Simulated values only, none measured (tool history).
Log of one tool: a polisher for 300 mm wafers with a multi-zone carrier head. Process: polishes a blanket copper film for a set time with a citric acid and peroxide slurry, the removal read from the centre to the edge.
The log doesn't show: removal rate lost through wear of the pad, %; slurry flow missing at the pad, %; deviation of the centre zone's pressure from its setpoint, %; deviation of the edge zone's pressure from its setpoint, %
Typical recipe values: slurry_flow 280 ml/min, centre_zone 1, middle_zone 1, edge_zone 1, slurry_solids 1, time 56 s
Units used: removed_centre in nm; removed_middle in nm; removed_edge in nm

| run | hour | slurry_flow | centre_zone | middle_zone | edge_zone | slurry_solids | time | wafers since the last listed run | wafers polished on this pad | hours since the slurry nozzle was cleaned | hours since the centre zone pressure was calibrated | hours since the edge zone pressure was calibrated | hours since the carrier head's membrane was replaced | incoming thickness of the incoming film, nm | removed_centre | removed_middle | removed_edge |
|---|---|---|---|---|---|---|---|---|---|---|---|---|---|---|---|---|---|
| 1 | 0 | 280 | 1 | 1 | 1 | 1 | 56 | 0 | 1766 | 78.8 | 1176.1 | 1079.2 | 906.1 | 1232.7 | 109.2 | 111 | 106.7 |
|  | 11.8 | worn pad replaced by a new one |
| 2 | 20.4 | 280 | 1 | 1 | 1 | 1 | 56 | 138 | 73 | 99.2 | 1196.5 | 1099.6 | 926.5 | 1235.7 | 116.1 | 113.9 | 109.7 |
|  | 47.1 | carrier head's membrane replaced by a new one |
| 3 | 71.3 | 280 | 1 | 1 | 1 | 1 | 56 | 388 | 461 | 150.1 | 1247.4 | 1150.5 | 24.2 | 1253.6 | 111.1 | 113.1 | 109.4 |
| 4 | 95.3 | 280 | 0.9 | 1 | 1 | 1 | 56 | 203 | 665 | 174.1 | 1271.4 | 1174.5 | 48.2 | 1258.8 | 98.2 | 110.8 | 109 |
| 5 | 125.5 | 280 | 1 | 1 | 1 | 1 | 66 | 255 | 921 | 204.3 | 1301.6 | 1204.7 | 78.4 | 1241 | 132.3 | 130.7 | 126.7 |
| 6 | 139.3 | 280 | 1 | 1 | 1 | 1 | 56 | 116 | 1037 | 218.1 | 1315.4 | 1218.5 | 92.2 | 1256.1 | 111.5 | 112.4 | 109 |
|  | 149 | centre zone pressure recalibrated |
| 7 | 155 | 280 | 1 | 1.03 | 1.05 | 1 | 65 | 116 | 1153 | 233.8 | 6 | 1234.2 | 107.9 | 1249.4 | 124.8 | 130.9 | 129.5 |
|  | 185.9 | worn pad replaced by a new one |
| 8 | 190.3 | 280 | 1 | 1 | 1 | 1 | 56 | 265 | 37 | 269.1 | 41.3 | 1269.5 | 143.2 | 1249.6 | 115.7 | 116.3 | 113.1 |
| 9 | 223.4 | 280 | 1 | 1.07 | 1 | 1 | 56 | 280 | 317 | 302.2 | 74.4 | 1302.6 | 176.3 | 1222.2 | 112.4 | 119.8 | 110.3 |
| 10 | 240.7 | 280 | 1 | 1.07 | 1 | 1 | 56 | 146 | 464 | 319.5 | 91.7 | 1319.9 | 193.6 | 1237.1 | 113.6 | 122.9 | 110.9 |
| 11 | 269.1 | 280 | 0.94 | 0.93 | 1.1 | 0.8 | 56 | 240 | 704 | 347.9 | 120.1 | 1348.3 | 222 | 1259 | 102.7 | 103.2 | 110.2 |
| 12 | 294.9 | 280 | 1 | 0.96 | 0.93 | 1 | 56 | 218 | 923 | 373.7 | 145.9 | 1374.1 | 247.8 | 1223.4 | 110.6 | 109.3 | 105.2 |
| 13 | 312.4 | 280 | 1.09 | 1 | 1 | 1 | 56 | 148 | 1071 | 391.2 | 163.4 | 1391.6 | 265.3 | 1221.1 | 119.9 | 111.5 | 106.6 |
| 14 | 344.7 | 280 | 1 | 1.07 | 1 | 1 | 56 | 273 | 1345 | 423.5 | 195.7 | 1423.9 | 297.6 | 1267 | 111.4 | 115.1 | 107.1 |
| 15 | 360.2 | 245 | 1.12 | 1 | 1 | 1 | 56 | 131 | 1476 | 439 | 211.2 | 1439.4 | 313.1 | 1256.6 | 119 | 109.4 | 107 |
|  | 369.1 | worn pad replaced by a new one |
|  | 389.3 | edge zone pressure recalibrated |
| 16 | 393.5 | 365 | 1 | 0.89 | 1 | 1 | 56 | 231 | 189 | 472.3 | 244.5 | 4.2 | 346.4 | 1245.4 | 117 | 105.8 | 112.4 |
| 17 | 426.6 | 280 | 0.91 | 0.96 | 0.92 | 1.15 | 56 | 280 | 469 | 505.4 | 277.6 | 37.3 | 379.5 | 1248.3 | 105.2 | 110.6 | 108.9 |
| 18 | 454.8 | 280 | 1 | 1 | 1.04 | 1 | 56 | 238 | 708 | 533.6 | 305.8 | 65.5 | 407.7 | 1237 | 112.9 | 111.9 | 110.2 |
| 19 | 467.7 | 340 | 1 | 1 | 1 | 1 | 56 | 109 | 817 | 546.5 | 318.7 | 78.4 | 420.6 | 1251.8 | 113.1 | 112.4 | 109 |
| 20 | 495.9 | 280 | 1 | 1 | 0.95 | 1 | 56 | 238 | 1056 | 574.7 | 346.9 | 106.6 | 448.8 | 1234.6 | 112 | 110.9 | 105.6 |
| 21 | 508.3 | 370 | 0.94 | 1 | 1.1 | 1 | 56 | 105 | 1161 | 587.1 | 359.3 | 119 | 461.2 | 1235.1 | 105.8 | 113.2 | 112.8 |
|  | 541.4 | worn pad replaced by a new one |
|  | 572.1 | slurry nozzle cleaned |
| 22 | 615.6 | 280 | 1.04 | 1 | 1 | 1 | 56 | 866 | 619 | 43.5 | 466.6 | 226.3 | 568.5 | 1223.7 | 118.2 | 110 | 108 |

For some of the steps in removed_centre from one run to the next: how much would appear even if the tool had no hidden state, given the settings, what came in and random variation, and how much remains for the hidden state plus any gauge scatter that the measured result and the result without hidden state don't share?
Run 1 -> 2: worn pad replaced by a new one. removed_centre +6.9 nm: hidden state +5, all else +1.9.
Run 4 -> 5: centre_zone 0.9 -> 1, time 56 -> 66. removed_centre +34.1 nm: hidden state -2.3, all else +36.4.
Run 5 -> 6: time 66 -> 56. removed_centre -20.8 nm: hidden state +0.9, all else -21.7.
Run 7 -> 8: middle_zone 1.03 -> 1, edge_zone 1.05 -> 1, time 65 -> 56, worn pad replaced by a new one. removed_centre -9.1 nm: hidden state +6.4, all else -15.5.
